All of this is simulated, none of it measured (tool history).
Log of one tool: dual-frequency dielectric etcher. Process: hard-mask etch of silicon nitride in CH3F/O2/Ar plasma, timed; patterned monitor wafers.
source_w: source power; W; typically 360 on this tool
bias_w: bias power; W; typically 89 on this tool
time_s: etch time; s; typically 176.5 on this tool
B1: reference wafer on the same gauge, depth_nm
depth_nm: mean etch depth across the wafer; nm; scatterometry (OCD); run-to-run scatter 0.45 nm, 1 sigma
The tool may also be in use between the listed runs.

Run 1, hour 0.0: usual settings but source_w 330 W; B1 127.0. Result: depth_nm 123.7 nm.
At hour 109.2: wet clean of the chamber.
Run 2, hour 109.7: usual settings but source_w 330 W; B1 127.0. Result: depth_nm 123.8 nm.
Run 3, hour 322.5: usual settings; B1 127.1. Result: depth_nm 127.4 nm.
Run 4, hour 508.7: usual settings; B1 127.2. Result: depth_nm 126.5 nm.
At hour 576.0: wet clean of the chamber.
Run 5, hour 576.5: usual settings; B1 126.8. Result: depth_nm 127.6 nm.
Run 6, hour 639.3: usual settings; B1 127.0. Result: depth_nm 126.5 nm.
At hour 710.3: upper electrode replaced.
Run 7, hour 710.8: usual settings; B1 126.9. Result: depth_nm 127.7 nm.
Run 8, hour 756.3: usual settings; B1 127.2. Result: depth_nm 127.3 nm.
Run 9, hour 814.9: usual settings; B1 127.0. Result: depth_nm 127.6 nm.
Run 10, hour 885.8: usual settings; B1 127.0. Result: depth_nm 127.6 nm.
Run 11, hour 927.8: usual settings; B1 127.1. Result: depth_nm 127.5 nm.
Run 12, hour 1026.7: usual settings but source_w 330 W; B1 127.1. Result: depth_nm 125.5 nm.
Run 13, hour 1088.9: usual settings but source_w 280 W, bias_w 83 W, time_s 150.0 s; B1 127.0. Result: depth_nm 100.7 nm.
At hour 1100.7: bias power generator calibrated.
At hour 1154.9: wet clean of the chamber.
Run 14, hour 1191.5: usual settings but source_w 320 W, time_s 147.5 s; B1 127.2. Result: depth_nm 102.3 nm.
Run 15, hour 1233.0: usual settings; B1 127.0. Result: depth_nm 124.9 nm.
At hour 1324.4: gauge calibrated.
Run 16, hour 1477.2: usual settings but source_w 420 W, bias_w 96 W, time_s 154.5 s; B1 126.9. Result: depth_nm 116.4 nm.
Run 17, hour 1582.2: usual settings; B1 126.9. Result: depth_nm 125.5 nm.
At hour 1629.1: wet clean of the chamber.
Run 18, hour 1694.4: usual settings but time_s 141.0 s; B1 127.1. Result: depth_nm 100.3 nm.

For run 19, what comes out?
At hour 1702.9: source power generator calibrated.
Run 19, hour 1761.9: usual settings but source_w 270 W, bias_w 83 W, time_s 204.5 s; B1 ?. Result: depth_nm ?.

B1: 126.8
depth_nm: 133.5 nm
Had the tool carried no hidden state, the very same run would have given depth_nm 133.4 nm.
